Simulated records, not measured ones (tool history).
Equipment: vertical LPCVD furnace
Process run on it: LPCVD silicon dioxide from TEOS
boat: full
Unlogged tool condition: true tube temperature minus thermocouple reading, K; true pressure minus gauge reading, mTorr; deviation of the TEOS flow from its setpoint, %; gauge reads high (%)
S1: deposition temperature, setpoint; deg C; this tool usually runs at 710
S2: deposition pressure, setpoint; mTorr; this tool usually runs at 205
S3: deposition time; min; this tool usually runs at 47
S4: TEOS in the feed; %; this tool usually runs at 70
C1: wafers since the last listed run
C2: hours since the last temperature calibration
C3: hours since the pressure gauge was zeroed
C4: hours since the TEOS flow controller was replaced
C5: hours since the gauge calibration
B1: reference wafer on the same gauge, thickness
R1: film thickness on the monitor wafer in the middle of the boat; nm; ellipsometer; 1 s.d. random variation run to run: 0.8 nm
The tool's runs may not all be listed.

{"run": 1, "hour": 0.0, "S1": 715, "S2": 205, "S3": 47, "S4": 70, "C1": 0, "C2": 1476.8, "C3": 1492.2, "C4": 5697, "C5": 166.6, "B1": 333.29, "R1": 394.71}
{"run": 2, "hour": 34.2, "S1": 715, "S2": 205, "S3": 47, "S4": 70, "C1": 672, "C2": 1511, "C3": 1526.4, "C4": 5731.2, "C5": 200.8, "B1": 333.16, "R1": 396.81}
{"run": 3, "hour": 46.7, "S1": 710, "S2": 205, "S3": 47, "S4": 70, "C1": 245, "C2": 1523.5, "C3": 1538.9, "C4": 5743.7, "C5": 213.3, "B1": 332.94, "R1": 353.61}
{"run": 4, "hour": 77.8, "S1": 710, "S2": 205, "S3": 47, "S4": 70, "C1": 611, "C2": 1554.6, "C3": 1570, "C4": 5774.8, "C5": 244.4, "B1": 332.91, "R1": 353.6}
{"run": 5, "hour": 91.2, "S1": 710, "S2": 230, "S3": 47, "S4": 70, "C1": 263, "C2": 1568, "C3": 1583.4, "C4": 5788.2, "C5": 257.8, "B1": 332.93, "R1": 374.64}
{"run": 6, "hour": 108.2, "S1": 710, "S2": 205, "S3": 47, "S4": 65, "C1": 334, "C2": 1585, "C3": 1600.4, "C4": 5805.2, "C5": 274.8, "B1": 333.14, "R1": 339.7}
{"run": 7, "hour": 131.1, "S1": 710, "S2": 205, "S3": 47, "S4": 65, "C1": 450, "C2": 1607.9, "C3": 1623.3, "C4": 5828.1, "C5": 297.7, "B1": 333.01, "R1": 339.66}
{"run": 8, "hour": 146.3, "S1": 710, "S2": 205, "S3": 47, "S4": 59, "C1": 299, "C2": 1623.1, "C3": 1638.5, "C4": 5843.3, "C5": 312.9, "B1": 333.13, "R1": 324.43}
{"run": 9, "hour": 164.9, "S1": 710, "S2": 205, "S3": 47, "S4": 59, "C1": 365, "C2": 1641.7, "C3": 1657.1, "C4": 5861.9, "C5": 331.5, "B1": 333.17, "R1": 323.42}
{"run": 10, "hour": 192.3, "S1": 710, "S2": 170, "S3": 47, "S4": 70, "C1": 539, "C2": 1669.1, "C3": 1684.5, "C4": 5889.3, "C5": 358.9, "B1": 332.95, "R1": 320.46}
{"run": 11, "hour": 206.8, "S1": 710, "S2": 170, "S3": 47, "S4": 70, "C1": 285, "C2": 1683.6, "C3": 1699, "C4": 5903.8, "C5": 373.4, "B1": 332.84, "R1": 319.84}
{"run": 12, "hour": 231.3, "S1": 710, "S2": 205, "S3": 47, "S4": 70, "C1": 482, "C2": 1708.1, "C3": 1723.5, "C4": 5928.3, "C5": 397.9, "B1": 333.06, "R1": 353.38}
{"hour": 280.9, "done": "pressure gauge zeroed"}
{"run": 13, "hour": 281.4, "S1": 710, "S2": 205, "S3": 47, "S4": 70, "C1": 513, "C2": 1758.2, "C3": 0.5, "C4": 5978.4, "C5": 448, "B1": 333.02, "R1": 364.04}
{"run": 14, "hour": 292.8, "S1": 710, "S2": 205, "S3": 47, "S4": 70, "C1": 224, "C2": 1769.6, "C3": 11.9, "C4": 5989.8, "C5": 459.4, "B1": 333.02, "R1": 363.75}
{"run": 15, "hour": 310.0, "S1": 710, "S2": 205, "S3": 47, "S4": 70, "C1": 338, "C2": 1786.8, "C3": 29.1, "C4": 6007, "C5": 476.6, "B1": 333.12, "R1": 364.65}
{"run": 16, "hour": 325.2, "S1": 710, "S2": 205, "S3": 47, "S4": 70, "C1": 299, "C2": 1802, "C3": 44.3, "C4": 6022.2, "C5": 491.8, "B1": 332.89, "R1": 363.3}
{"hour": 362.1, "done": "thermocouples replaced and temperature profile calibrated"}
{"run": 17, "hour": 362.6, "S1": 702, "S2": 185, "S3": 64.5, "S4": 80, "C1": 263, "C2": 0.5, "C3": 81.7, "C4": 6059.6, "C5": 529.2, "B1": 332.94, "R1": 411.63}
{"run": 18, "hour": 367.0, "S1": 710, "S2": 205, "S3": 57, "S4": 70, "C1": 86, "C2": 4.9, "C3": 86.1, "C4": 6064, "C5": 533.6, "B1": 332.99, "R1": 430.18}
{"run": 19, "hour": 373.9, "S1": 710, "S2": 190, "S3": 54.5, "S4": 70, "C1": 135, "C2": 11.8, "C3": 93, "C4": 6070.9, "C5": 540.5, "B1": 332.72, "R1": 396}
{"hour": 407.0, "done": "TEOS flow controller replaced"}
{"run": 20, "hour": 407.5, "S1": 698, "S2": 205, "S3": 57.5, "S4": 57, "C1": 188, "C2": 45.4, "C3": 126.6, "C4": 0.5, "C5": 574.1, "B1": 333.14, "R1": 296.6}
{"run": 21, "hour": 420.1, "S1": 710, "S2": 160, "S3": 47, "S4": 70, "C1": 247, "C2": 58, "C3": 139.2, "C4": 13.1, "C5": 586.7, "B1": 333.17, "R1": 313.37}
{"run": 22, "hour": 433.5, "S1": 710, "S2": 230, "S3": 47, "S4": 70, "C1": 263, "C2": 71.4, "C3": 152.6, "C4": 26.5, "C5": 600.1, "B1": 332.9, "R1": 377.19}
{"run": 23, "hour": 464.2, "S1": 722, "S2": 170, "S3": 52, "S4": 74, "C1": 603, "C2": 102.1, "C3": 183.3, "C4": 57.2, "C5": 630.8, "B1": 333.03, "R1": 478.92}
{"run": 24, "hour": 477.9, "S1": 701, "S2": 205, "S3": 47, "S4": 70, "C1": 269, "C2": 115.8, "C3": 197, "C4": 70.9, "C5": 644.5, "B1": 332.93, "R1": 288.9}

Run 25, settings as shown, results not yet in. Your forecast:
{"run": 25, "hour": 494.8, "S1": 714, "S2": 205, "S3": 47, "S4": 70, "C1": 332, "C2": 132.7, "C3": 213.9, "C4": 87.8, "C5": 661.4, "B1": "?", "R1": "?"}

{"run 25": {"B1": 333.16, "R1": 387.48}}
Take away the tool's hidden state, keep the run-to-run variation as it was, and the same run would have given R1 387.5 nm.
